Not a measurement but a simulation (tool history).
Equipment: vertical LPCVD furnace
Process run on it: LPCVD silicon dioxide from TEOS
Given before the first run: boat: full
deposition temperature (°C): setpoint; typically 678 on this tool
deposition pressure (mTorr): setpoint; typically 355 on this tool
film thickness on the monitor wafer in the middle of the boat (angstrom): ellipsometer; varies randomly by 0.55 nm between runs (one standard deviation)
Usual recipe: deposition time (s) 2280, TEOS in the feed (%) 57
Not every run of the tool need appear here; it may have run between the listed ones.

run,hour,deposition temperature (°C),deposition pressure (mTorr),deposition time (s),TEOS in the feed (%),wafers since the last listed run,hours since the last temperature calibration,hours since the pressure gauge was zeroed,hours since the TEOS flow controller was replaced,hours since the gauge calibration,"read-back reference wafer on the same gauge, thickness",film thickness on the monitor wafer in the middle of the boat (angstrom)
1,0.0,674,355,2280,57,0,3252.5,4427.2,2941.4,118.2,177.04,1729.5
2,15.0,674,355,2280,57,191,3267.5,4442.2,2956.4,133.2,176.94,1730.1
3,38.3,674,355,2280,57,298,3290.8,4465.5,2979.7,156.5,177.08,1719.4
4,128.1,675,355,2280,57,1149,3380.6,4555.3,3069.5,246.3,176.87,1779.0
5,158.9,675,355,2280,57,394,3411.4,4586.1,3100.3,277.1,177.04,1791.3
6,185.7,678,355,2280,51,343,3438.2,4612.9,3127.1,303.9,177.00,1810.1
7,217.5,678,355,2280,57,406,3470.0,4644.7,3158.9,335.7,177.08,1915.9
8,247.8,678,355,2280,57,387,3500.3,4675.0,3189.2,366.0,177.06,1922.6
# hour 279.5: pressure gauge zeroed
9,280.0,678,355,1710,66,104,3532.5,0.5,3221.4,398.2,177.09,1547.8
10,285.0,678,355,2280,57,63,3537.5,5.5,3226.4,403.2,177.00,1918.2
11,310.2,678,355,2280,57,322,3562.7,30.7,3251.6,428.4,176.96,1915.1
12,333.1,678,355,2280,57,293,3585.6,53.6,3274.5,451.3,176.93,1931.4
13,362.8,678,355,2280,57,380,3615.3,83.3,3304.2,481.0,176.93,1929.0
14,375.9,667,415,2280,49,167,3628.4,96.4,3317.3,494.1,176.95,1470.6
15,406.2,678,295,2880,57,387,3658.7,126.7,3347.6,524.4,177.02,2212.2
16,420.8,678,355,2280,57,186,3673.3,141.3,3362.2,539.0,176.92,1931.4
17,436.3,689,355,1530,47,198,3688.8,156.8,3377.7,554.5,177.17,1531.9
# hour 437.1: gauge calibrated
18,448.6,673,305,2910,63,157,3701.1,169.1,3390.0,11.5,176.93,2128.4
19,479.2,678,380,2280,49,391,3731.7,199.7,3420.6,42.1,176.94,1864.2
# hour 506.9: TEOS flow controller replaced
# hour 512.0: thermocouples replaced and temperature profile calibrated
20,512.5,678,355,2280,57,52,0.5,233.0,5.6,75.4,176.94,1770.6
21,522.8,674,420,2280,57,131,10.8,243.3,15.9,85.7,176.93,1745.4
22,539.4,678,355,1620,62,212,27.4,259.9,32.5,102.3,177.09,1312.4
23,571.7,678,355,2280,57,413,59.7,292.2,64.8,134.6,176.89,1772.7
24,591.9,678,440,2280,65,258,79.9,312.4,85.0,154.8,176.97,2103.6
25,612.4,683,395,1590,62,262,100.4,332.9,105.5,175.3,176.96,1525.9
26,644.0,678,405,2280,61,404,132.0,364.5,137.1,206.9,176.98,1956.8
27,678.6,678,355,2280,57,442,166.6,399.1,171.7,241.5,176.96,1768.6

Across each entry between runs, compare the hidden state at the last listed run before it with the hidden state at the first listed run after it:
Runs 8 to 9: pressure gauge zeroed (hour 279.5)
  true tube temperature minus thermocouple reading, K: 3.38 -> 3.43
  measured result minus the result with no hidden state, film thickness on the monitor wafer in the middle of the boat (angstrom): +151.3 -> +123.5
Runs 17 to 18: gauge calibrated (hour 437.1)
  true tube temperature minus thermocouple reading, K: 3.68 -> 3.7
  measured result minus the result with no hidden state, film thickness on the monitor wafer in the middle of the boat (angstrom): +128.0 -> +184.7
Runs 19 to 20: TEOS flow controller replaced (hour 506.9); thermocouples replaced and temperature profile calibrated (hour 512.0)
  true tube temperature minus thermocouple reading, K: 3.75 -> 0.0307
  measured result minus the result with no hidden state, film thickness on the monitor wafer in the middle of the boat (angstrom): +162.2 -> +1.3
